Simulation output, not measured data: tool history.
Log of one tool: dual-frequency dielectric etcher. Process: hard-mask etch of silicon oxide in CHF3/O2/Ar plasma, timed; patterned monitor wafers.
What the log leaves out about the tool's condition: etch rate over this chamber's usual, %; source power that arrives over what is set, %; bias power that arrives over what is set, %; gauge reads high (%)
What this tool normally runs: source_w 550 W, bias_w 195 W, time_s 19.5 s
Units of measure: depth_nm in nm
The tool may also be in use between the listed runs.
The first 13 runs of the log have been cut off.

run   hour  source_w  bias_w  time_s  wafers since the last listed run  hours since the last wet clean  hours since the last source power generator calibration  hours since the last bias power generator calibration  hours since the last upper electrode change  hours since the gauge calibration  read-back reference wafer on the same gauge, depth_nm  depth_nm
 14  168.9       660     209      24                               206                            61.5                                                   2224.4                                                  115.3                                       5014.1                               91.2                                                  44.29     53.27
     181.7  -- source power generator calibrated
 15    186       550     161    17.5                               304                            78.6                                                      4.3                                                  132.4                                       5031.2                              108.3                                                   44.3     33.33
     232.1  -- upper electrode replaced
 16  232.6       510     210      16                               525                           125.2                                                     50.9                                                    179                                          0.5                              154.9                                                  44.22     32.34
 17  232.9       550     195    19.5                                 6                           125.5                                                     51.2                                                  179.3                                          0.8                              155.2                                                  44.31     39.87
 18    241       550     195    21.5                               188                           133.6                                                     59.3                                                  187.4                                          8.9                              163.3                                                   44.3     43.74
 19  247.7       550     226    19.5                               155                           140.3                                                       66                                                  194.1                                         15.6                                170                                                  44.28     41.56
 20  265.3       510     153      24                               408                           157.9                                                     83.6                                                  211.7                                         33.2                              187.6                                                  44.29     44.08
 21  273.1       450     176    17.5                               181                           165.7                                                     91.4                                                  219.5                                           41                              195.4                                                  44.33     32.12
 22  289.9       500     241      24                               390                           182.5                                                    108.2                                                  236.3                                         57.8                              212.2                                                  44.33     51.18
 23  303.5       600     175    22.5                               315                           196.1                                                    121.8                                                  249.9                                         71.4                              225.8                                                  44.27     45.77
 24  310.3       420     195    17.5                               157                           202.9                                                    128.6                                                  256.7                                         78.2                              232.6                                                  44.33     32.44
 25  324.2       550     195    19.5                               322                           216.8                                                    142.5                                                  270.6                                         92.1                              246.5                                                  44.29     39.77
 26  338.6       550     230    19.5                               334                           231.2                                                    156.9                                                    285                                        106.5                              260.9                                                   44.3     42.25
 27  352.5       630     195    19.5                               322                           245.1                                                    170.8                                                  298.9                                        120.4                              274.8                                                  44.28     41.75
 28  367.3       550     195    14.5                               343                           259.9                                                    185.6                                                  313.7                                        135.2                              289.6                                                  44.28      29.7
     376.9  -- gauge calibrated
 29    378       550     157      14                               248                           270.6                                                    196.3                                                  324.4                                        145.9                                1.1                                                  44.29     26.78
 30  390.5       550     195    19.5                               290                           283.1                                                    208.8                                                  336.9                                        158.4                               13.6                                                  44.31     39.89

Predict each of these 4 candidate next runs independently; none follows another, all start after run 30:
  A  390.9       550     209    19.5                                 9                           283.5                                                    209.2                                                  337.3                                        158.8                                 14                                                      ?         ?
  B  390.9       430     147    19.5                                 9                           283.5                                                    209.2                                                  337.3                                        158.8                                 14                                                      ?         ?
  C  390.9       680     165    17.5                                 9                           283.5                                                    209.2                                                  337.3                                        158.8                                 14                                                      ?         ?
  D  390.9       590     195    24.5                                 9                           283.5                                                    209.2                                                  337.3                                        158.8                                 14                                                      ?         ?

run  read-back reference wafer on the same gauge, depth_nm  depth_nm
  A                                                  44.36     40.97
  B                                                  44.36     33.51
  C                                                  44.36     36.78
  D                                                  44.36     51.59
Stripped of hidden state, with their random variation kept, the same runs would have yielded:
run  depth_nm
  A     40.43
  B     33.07
  C     36.29
  D      50.9
